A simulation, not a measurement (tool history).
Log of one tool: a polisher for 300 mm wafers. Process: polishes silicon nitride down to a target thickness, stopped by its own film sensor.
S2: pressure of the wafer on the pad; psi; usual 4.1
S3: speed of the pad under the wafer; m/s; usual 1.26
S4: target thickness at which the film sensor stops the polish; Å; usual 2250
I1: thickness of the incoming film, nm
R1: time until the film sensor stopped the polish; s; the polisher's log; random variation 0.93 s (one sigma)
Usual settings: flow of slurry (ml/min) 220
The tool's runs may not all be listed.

{"run": 1, "hour": 0.0, "flow of slurry (ml/min)": 245, "S2": 4.1, "S3": 1.26, "S4": 2250, "I1": 384, "R1": 73}
{"run": 2, "hour": 73.6, "flow of slurry (ml/min)": 220, "S2": 5.2, "S3": 1.26, "S4": 2460, "I1": 384.4, "R1": 49.2}
{"run": 3, "hour": 179.6, "flow of slurry (ml/min)": 220, "S2": 5.2, "S3": 1.26, "S4": 2460, "I1": 389, "R1": 51.8}
{"run": 4, "hour": 254.2, "flow of slurry (ml/min)": 220, "S2": 4.1, "S3": 1.26, "S4": 2250, "I1": 391.6, "R1": 75.2}
{"hour": 284.1, "done": "slurry nozzle cleaned"}
{"run": 5, "hour": 313.9, "flow of slurry (ml/min)": 220, "S2": 4.1, "S3": 1.26, "S4": 2250, "I1": 386.3, "R1": 72.8}
{"hour": 346.4, "done": "worn pad replaced by a new one"}
{"run": 6, "hour": 510.9, "flow of slurry (ml/min)": 220, "S2": 4.1, "S3": 1.26, "S4": 2250, "I1": 388.3, "R1": 73.9}
{"hour": 584.6, "done": "head pressure recalibrated"}
{"run": 7, "hour": 607.9, "flow of slurry (ml/min)": 220, "S2": 3.1, "S3": 1.26, "S4": 2650, "I1": 389.3, "R1": 77}
{"hour": 649.5, "done": "worn pad replaced by a new one"}
{"run": 8, "hour": 659.9, "flow of slurry (ml/min)": 220, "S2": 3.1, "S3": 1.26, "S4": 2650, "I1": 382, "R1": 70.5}
{"run": 9, "hour": 712.8, "flow of slurry (ml/min)": 220, "S2": 3.1, "S3": 1.26, "S4": 2650, "I1": 385.4, "R1": 73.2}
{"run": 10, "hour": 773.2, "flow of slurry (ml/min)": 220, "S2": 2.7, "S3": 1.26, "S4": 2250, "I1": 383.6, "R1": 109}
{"run": 11, "hour": 880.3, "flow of slurry (ml/min)": 220, "S2": 4.1, "S3": 1.42, "S4": 2250, "I1": 395.8, "R1": 72.7}
{"hour": 992.6, "done": "worn pad replaced by a new one"}
{"run": 12, "hour": 1133.2, "flow of slurry (ml/min)": 275, "S2": 3.1, "S3": 1.46, "S4": 1940, "I1": 391.1, "R1": 105.6}
{"hour": 1154.3, "done": "slurry nozzle cleaned"}
{"run": 13, "hour": 1221.0, "flow of slurry (ml/min)": 220, "S2": 4.1, "S3": 1.26, "S4": 2430, "I1": 392.7, "R1": 68.8}
{"run": 14, "hour": 1317.5, "flow of slurry (ml/min)": 220, "S2": 4.1, "S3": 1.26, "S4": 2640, "I1": 393.9, "R1": 60.1}
{"hour": 1348.1, "done": "worn pad replaced by a new one"}
{"run": 15, "hour": 1401.8, "flow of slurry (ml/min)": 245, "S2": 4.1, "S3": 1.54, "S4": 2250, "I1": 391.7, "R1": 64.5}
{"hour": 1485.0, "done": "head pressure recalibrated"}
{"run": 16, "hour": 1509.1, "flow of slurry (ml/min)": 220, "S2": 4.1, "S3": 1.26, "S4": 2250, "I1": 387.3, "R1": 75.6}
{"run": 17, "hour": 1572.1, "flow of slurry (ml/min)": 220, "S2": 4.1, "S3": 1.26, "S4": 2250, "I1": 392, "R1": 77.8}
{"run": 18, "hour": 1675.7, "flow of slurry (ml/min)": 220, "S2": 4.1, "S3": 1.26, "S4": 2250, "I1": 389.5, "R1": 74.3}

Forecast each of these 3 alternatives for the next run:
{"run": "A", "hour": 1676.1, "flow of slurry (ml/min)": 220, "S2": 4.1, "S3": 1.26, "S4": 2250, "I1": 394.9, "R1": "?"}
{"run": "B", "hour": 1676.1, "flow of slurry (ml/min)": 220, "S2": 3, "S3": 0.98, "S4": 2250, "I1": 394.9, "R1": "?"}
{"run": "C", "hour": 1676.1, "flow of slurry (ml/min)": 220, "S2": 4.1, "S3": 1.26, "S4": 1890, "I1": 394.9, "R1": "?"}

run=A R1=77.7
run=B R1=127.5
run=C R1=94.2
Without the tool's hidden state the same runs would have given:
run=A R1=77.7
run=B R1=127.5
run=C R1=94.2
